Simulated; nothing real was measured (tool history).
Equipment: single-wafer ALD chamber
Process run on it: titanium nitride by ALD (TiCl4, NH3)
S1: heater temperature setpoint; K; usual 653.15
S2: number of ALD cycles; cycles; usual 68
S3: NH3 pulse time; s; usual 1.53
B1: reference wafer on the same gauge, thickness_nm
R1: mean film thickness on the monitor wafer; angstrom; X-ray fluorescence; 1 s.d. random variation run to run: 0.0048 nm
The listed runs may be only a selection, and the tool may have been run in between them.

run 1 hour=0.0 | S1=653.15 S2=68 S3=1.94 | B1=1.588 | R1=13.63
run 2 hour=75.6 | S1=653.15 S2=77 S3=1.53 | B1=1.590 | R1=15.10
run 3 hour=126.9 | S1=653.15 S2=77 S3=1.53 | B1=1.593 | R1=15.11
run 4 hour=178.0 | S1=653.15 S2=68 S3=1.53 | B1=1.589 | R1=13.22
run 5 hour=252.7 | S1=665.15 S2=68 S3=1.53 | B1=1.592 | R1=13.40
run 6 hour=324.0 | S1=657.15 S2=68 S3=1.53 | B1=1.589 | R1=13.34
run 7 hour=367.9 | S1=663.15 S2=68 S3=1.53 | B1=1.587 | R1=13.42
run 8 hour=437.5 | S1=663.15 S2=68 S3=1.53 | B1=1.584 | R1=13.51
run 9 hour=483.3 | S1=661.15 S2=68 S3=1.53 | B1=1.584 | R1=13.41
run 10 hour=548.0 | S1=661.15 S2=68 S3=1.53 | B1=1.586 | R1=13.38
run 11 hour=619.8 | S1=653.15 S2=68 S3=1.53 | B1=1.584 | R1=13.20
run 12 hour=711.3 | S1=653.15 S2=68 S3=1.53 | B1=1.583 | R1=13.32
run 13 hour=807.5 | S1=653.15 S2=76 S3=1.53 | B1=1.579 | R1=14.72
run 14 hour=862.9 | S1=653.15 S2=76 S3=1.53 | B1=1.577 | R1=14.80
-- hour=886.4 thermocouple changed; heater temperature recalibrated
run 15 hour=940.4 | S1=653.15 S2=76 S3=1.53 | B1=1.579 | R1=14.83
run 16 hour=990.6 | S1=653.15 S2=68 S3=1.11 | B1=1.580 | R1=12.63
run 17 hour=1084.8 | S1=653.15 S2=68 S3=1.53 | B1=1.576 | R1=13.13
run 18 hour=1164.6 | S1=653.15 S2=75 S3=1.78 | B1=1.577 | R1=14.74
run 19 hour=1204.4 | S1=664.15 S2=68 S3=1.53 | B1=1.571 | R1=13.40
run 20 hour=1278.6 | S1=653.15 S2=68 S3=1.53 | B1=1.573 | R1=13.17
run 21 hour=1323.0 | S1=664.15 S2=75 S3=1.71 | B1=1.567 | R1=14.81
run 22 hour=1428.0 | S1=659.15 S2=61 S3=1.53 | B1=1.569 | R1=11.83
run 23 hour=1525.3 | S1=658.15 S2=81 S3=1.20 | B1=1.568 | R1=15.19
run 24 hour=1610.3 | S1=653.15 S2=68 S3=1.02 | B1=1.562 | R1=12.18
run 25 hour=1701.5 | S1=658.15 S2=81 S3=1.20 | B1=1.565 | R1=15.13
-- hour=1735.0 gauge calibrated
-- hour=1923.4 thermocouple changed; heater temperature recalibrated
run 26 hour=1985.0 | S1=639.15 S2=77 S3=1.33 | B1=1.588 | R1=14.32
-- hour=2021.9 showerhead replaced
run 27 hour=2022.4 | S1=653.15 S2=76 S3=2.10 | B1=1.588 | R1=15.32
run 28 hour=2087.4 | S1=663.15 S2=68 S3=1.53 | B1=1.586 | R1=13.49
run 29 hour=2153.4 | S1=668.15 S2=75 S3=2.06 | B1=1.588 | R1=15.27
run 30 hour=2212.0 | S1=661.15 S2=57 S3=1.16 | B1=1.587 | R1=10.88
run 31 hour=2298.7 | S1=653.15 S2=68 S3=0.99 | B1=1.588 | R1=12.33
run 32 hour=2397.2 | S1=661.15 S2=79 S3=1.23 | B1=1.590 | R1=15.27
run 33 hour=2484.5 | S1=658.15 S2=81 S3=1.20 | B1=1.586 | R1=15.37
run 34 hour=2589.5 | S1=648.15 S2=68 S3=1.32 | B1=1.587 | R1=12.83
run 35 hour=2688.4 | S1=653.15 S2=68 S3=1.53 | B1=1.583 | R1=13.21
run 36 hour=2781.9 | S1=653.15 S2=68 S3=1.20 | B1=1.584 | R1=12.74
-- hour=2792.5 thermocouple changed; heater temperature recalibrated
run 37 hour=2853.7 | S1=653.15 S2=75 S3=1.53 | B1=1.581 | R1=14.58
run 38 hour=2936.6 | S1=639.15 S2=68 S3=1.82 | B1=1.579 | R1=13.18

Measured less the same run without the tool's hidden state. The same run-to-run variation is in both; the gauge's scatter may not be:
Unlogged tool condition in this case: wafer temperature above the value expected at the setpoint (K); gauge reads high (%).
run=1 R1=+0.01
run=2 R1=+0.00
run=3 R1=+0.00
run=4 R1=-0.01
run=5 R1=-0.01
run=6 R1=-0.02
run=7 R1=-0.02
run=8 R1=-0.03
run=9 R1=-0.04
run=10 R1=-0.04
run=11 R1=-0.05
run=12 R1=-0.06
run=13 R1=-0.08
run=14 R1=-0.09
run=15 R1=-0.10
run=16 R1=-0.09
run=17 R1=-0.12
run=18 R1=-0.14
run=19 R1=-0.13
run=20 R1=-0.15
run=21 R1=-0.18
run=22 R1=-0.17
run=23 R1=-0.23
run=24 R1=-0.20
run=25 R1=-0.27
run=26 R1=+0.00
run=27 R1=-0.01
run=28 R1=-0.01
run=29 R1=-0.01
run=30 R1=-0.01
run=31 R1=-0.02
run=32 R1=-0.02
run=33 R1=-0.02
run=34 R1=-0.03
run=35 R1=-0.04
run=36 R1=-0.04
run=37 R1=-0.06
run=38 R1=-0.07
